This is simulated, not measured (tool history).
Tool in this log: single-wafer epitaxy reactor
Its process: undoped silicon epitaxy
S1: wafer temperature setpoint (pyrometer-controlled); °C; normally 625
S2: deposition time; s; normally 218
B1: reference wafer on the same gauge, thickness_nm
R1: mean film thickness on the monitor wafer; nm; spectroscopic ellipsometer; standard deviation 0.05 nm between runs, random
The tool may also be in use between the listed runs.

| run | day | S1 | S2 | B1 | R1 |
|---|---|---|---|---|---|
| 1 | 0 | 625 | 201 | 18.695 | 20.048 |
| 2 | 0.729 | 625 | 218 | 18.696 | 21.751 |
| 3 | 1.458 | 619 | 218 | 18.688 | 19.292 |
| 4 | 2.733 | 619 | 218 | 18.697 | 19.328 |
| 5 | 3.975 | 625 | 218 | 18.701 | 21.791 |
| 6 | 5.133 | 625 | 190 | 18.699 | 19.007 |
| 7 | 8.692 | 625 | 190 | 18.698 | 19.006 |
| 8 | 9.333 | 625 | 190 | 18.701 | 19.036 |
| 9 | 9.933 | 625 | 218 | 18.701 | 21.802 |
| 10 | 11.417 | 625 | 218 | 18.699 | 21.745 |
| 11 | 14.512 | 634 | 218 | 18.706 | 26.009 |
| 12 | 15.971 | 634 | 218 | 18.696 | 26.151 |
| 13 | 16.608 | 634 | 218 | 18.699 | 26.248 |
|  | 17.808 | pyrometer calibrated |
| 14 | 17.829 | 625 | 218 | 18.696 | 21.854 |
| 15 | 18.467 | 615 | 254 | 18.705 | 20.606 |
| 16 | 19.075 | 625 | 218 | 18.696 | 21.702 |
| 17 | 19.95 | 617 | 258 | 18.699 | 21.935 |
| 18 | 21.167 | 631 | 191 | 18.7 | 21.559 |
| 19 | 22.367 | 625 | 218 | 18.697 | 21.754 |
| 20 | 22.996 | 614 | 182 | 18.703 | 14.519 |
|  | 23.333 | gauge calibrated |
| 21 | 24.317 | 636 | 195 | 18.712 | 24.274 |
| 22 | 25.062 | 631 | 191 | 18.701 | 21.489 |
| 23 | 25.962 | 621 | 232 | 18.704 | 21.401 |
| 24 | 27.275 | 635 | 261 | 18.698 | 31.999 |
| 25 | 28.208 | 612 | 197 | 18.694 | 15.088 |
| 26 | 29.258 | 625 | 218 | 18.699 | 21.856 |
| 27 | 30.754 | 636 | 194 | 18.695 | 24.255 |
| 28 | 31.371 | 625 | 218 | 18.699 | 21.814 |

Predict each of these 4 candidate next runs independently; none follows another, all start after run 28:
| A | 31.392 | 617 | 218 | ? | ? |
| B | 31.392 | 625 | 188 | ? | ? |
| C | 31.392 | 618 | 179 | ? | ? |
| D | 31.392 | 636 | 246 | ? | ? |

| run | B1 | R1 |
|---|---|---|
| A | 18.703 | 18.543 |
| B | 18.703 | 18.828 |
| C | 18.703 | 15.542 |
| D | 18.703 | 30.713 |
Without the tool's hidden state the same runs would have given:
| run | R1 |
|---|---|
| A | 18.543 |
| B | 18.828 |
| C | 15.542 |
| D | 30.713 |

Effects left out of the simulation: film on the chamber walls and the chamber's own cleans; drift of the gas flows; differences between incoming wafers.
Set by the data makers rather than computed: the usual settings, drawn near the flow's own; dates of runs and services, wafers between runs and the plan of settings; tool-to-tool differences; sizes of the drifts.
